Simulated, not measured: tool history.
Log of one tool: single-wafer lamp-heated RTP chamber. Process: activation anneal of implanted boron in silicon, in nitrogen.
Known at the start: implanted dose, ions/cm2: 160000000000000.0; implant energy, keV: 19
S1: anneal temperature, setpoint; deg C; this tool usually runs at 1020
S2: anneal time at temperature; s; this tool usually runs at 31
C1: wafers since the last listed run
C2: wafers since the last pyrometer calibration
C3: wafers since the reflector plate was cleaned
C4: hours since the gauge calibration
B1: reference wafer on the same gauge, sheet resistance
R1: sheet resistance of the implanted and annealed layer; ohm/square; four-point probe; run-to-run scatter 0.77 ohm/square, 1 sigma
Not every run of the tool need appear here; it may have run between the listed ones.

run    hour    S1  S2   C1    C2     C3     C4      B1      R1
  1       0  1004  20    0   132   5977  434.8  514.94  520.46
  2    50.6  1020  26  439   571   6416  485.4  515.39  518.85
  3   135.3  1020  26  735  1307   7152  570.1  515.95  519.02
  4   240.1  1020  26  910  2217   8062  674.9  516.78  520.25
  5   294.4  1020  31  471  2689   8534  729.2   517.4  521.08
  6   384.4  1020  31  781  3471   9316  819.2  517.88  522.88
      405.5  -- pyrometer window cleaned and pyrometer calibrated
  7   426.6  1038  22  297   183   9613  861.4  518.38  522.54
      438.2  -- gauge calibrated
  8   509.6  1038  22  720   903  10334   71.4  510.31  512.63
  9   569.6  1020  40  521  1425  10855  131.4  510.81  513.89
 10     664   990  17  819  2245  11675  225.8   511.6  522.17
      703.9  -- reflector plate cleaned
 11   731.1  1020  26  513  2758    236  292.9  512.36  516.31
      750.6  -- pyrometer window cleaned and pyrometer calibrated
 12   788.9  1032  48  432   332    668  350.7  512.65  512.84
 13   852.5   998  16  552   885   1221  414.3  513.15   520.5
 14   946.4  1033  43  815  1701   2036  508.2  513.94  516.06
 15  1043.1  1035  15  839  2541   2876  604.9  514.91  518.96
 16  1121.7  1032  37  682  3223   3559  683.5  515.32  516.38
     1184.1  -- pyrometer window cleaned and pyrometer calibrated
 17  1201.9  1020  31  627   154   4186  763.7  516.06  518.63
     1247.7  -- gauge calibrated
 18  1250.8  1010  15  424   579   4611    3.1  510.28  516.53

Forecast each of these 5 alternatives for the next run:
  A  1251.2  1020  31   3  583  4614  3.5   ?   ?
  B  1251.2  1049  19   3  583  4614  3.5   ?   ?
  C  1251.2  1029  38   3  583  4614  3.5   ?   ?
  D  1251.2  1033  31   3  583  4614  3.5   ?   ?
  E  1251.2  1000  39   3  583  4614  3.5   ?   ?

run      B1      R1
  A  510.28  513.79
  B  510.28  514.24
  C  510.28  512.88
  D  510.28  513.31
  E  510.28  515.08
With the hidden condition removed and each run's random variation left untouched, the same runs would have given:
run      R1
  A  513.44
  B  513.89
  C  512.53
  D  512.96
  E  514.73
